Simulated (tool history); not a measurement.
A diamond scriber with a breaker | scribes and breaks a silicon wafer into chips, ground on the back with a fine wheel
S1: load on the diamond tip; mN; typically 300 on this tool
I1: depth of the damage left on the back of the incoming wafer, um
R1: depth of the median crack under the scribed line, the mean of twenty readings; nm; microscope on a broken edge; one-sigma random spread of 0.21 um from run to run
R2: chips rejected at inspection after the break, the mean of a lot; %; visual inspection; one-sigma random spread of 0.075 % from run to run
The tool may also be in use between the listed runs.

run 1 hour=0.0 | S1=300 | I1=2.38 | R1=13900 R2=2.45
run 2 hour=35.3 | S1=300 | I1=1.65 | R1=13710 R2=2.06
run 3 hour=50.9 | S1=342 | I1=2.64 | R1=14080 R2=2.10
run 4 hour=84.7 | S1=342 | I1=1.52 | R1=14300 R2=1.50
run 5 hour=103.1 | S1=300 | I1=2.73 | R1=13140 R2=3.23
run 6 hour=133.7 | S1=300 | I1=2.05 | R1=13540 R2=2.45
run 7 hour=153.1 | S1=300 | I1=2.12 | R1=13300 R2=2.78
run 8 hour=172.2 | S1=300 | I1=2.64 | R1=13130 R2=3.43
run 9 hour=184.7 | S1=300 | I1=2.07 | R1=13120 R2=3.20
run 10 hour=219.3 | S1=249 | I1=2.55 | R1=12010 R2=6.80
run 11 hour=250.9 | S1=249 | I1=1.70 | R1=12110 R2=6.53
run 12 hour=263.5 | S1=249 | I1=2.33 | R1=11890 R2=6.97
run 13 hour=285.4 | S1=300 | I1=1.50 | R1=12650 R2=3.19
run 14 hour=313.2 | S1=300 | I1=1.62 | R1=12940 R2=3.71
run 15 hour=328.0 | S1=300 | I1=2.30 | R1=12530 R2=4.60
run 16 hour=360.7 | S1=300 | I1=1.87 | R1=12660 R2=4.35
run 17 hour=385.3 | S1=259 | I1=1.72 | R1=11760 R2=7.89
run 18 hour=414.2 | S1=363 | I1=2.45 | R1=13680 R2=2.64
run 19 hour=429.2 | S1=275 | I1=1.91 | R1=11620 R2=7.23
run 20 hour=459.6 | S1=300 | I1=1.75 | R1=12150 R2=6.06
run 21 hour=481.4 | S1=227 | I1=2.40 | R1=10300 R2=15.48
-- hour=486.8 load on the tip recalibrated
run 22 hour=498.4 | S1=374 | I1=2.73 | R1=13090 R2=3.42
run 23 hour=522.7 | S1=373 | I1=2.71 | R1=13260 R2=3.64
-- hour=535.4 diamond tip replaced by a new one
run 24 hour=554.5 | S1=300 | I1=2.78 | R1=14190 R2=2.19
run 25 hour=575.3 | S1=369 | I1=1.53 | R1=15740 R2=2.60
run 26 hour=588.4 | S1=300 | I1=2.27 | R1=14290 R2=1.87
run 27 hour=603.8 | S1=300 | I1=2.60 | R1=14620 R2=2.04
run 28 hour=632.0 | S1=329 | I1=1.70 | R1=15210 R2=1.51
run 29 hour=658.0 | S1=300 | I1=2.65 | R1=14450 R2=2.31
run 30 hour=681.9 | S1=255 | I1=1.74 | R1=13290 R2=2.32

For run 31, what comes out?
run 31 hour=705.8 | S1=300 | I1=1.50 | R1=? R2=?

R1: 14460 nm
R2: 1.52 %
Minus the tool's unlogged condition, the same run would have read R1 14590 nm, R2 1.50 %.
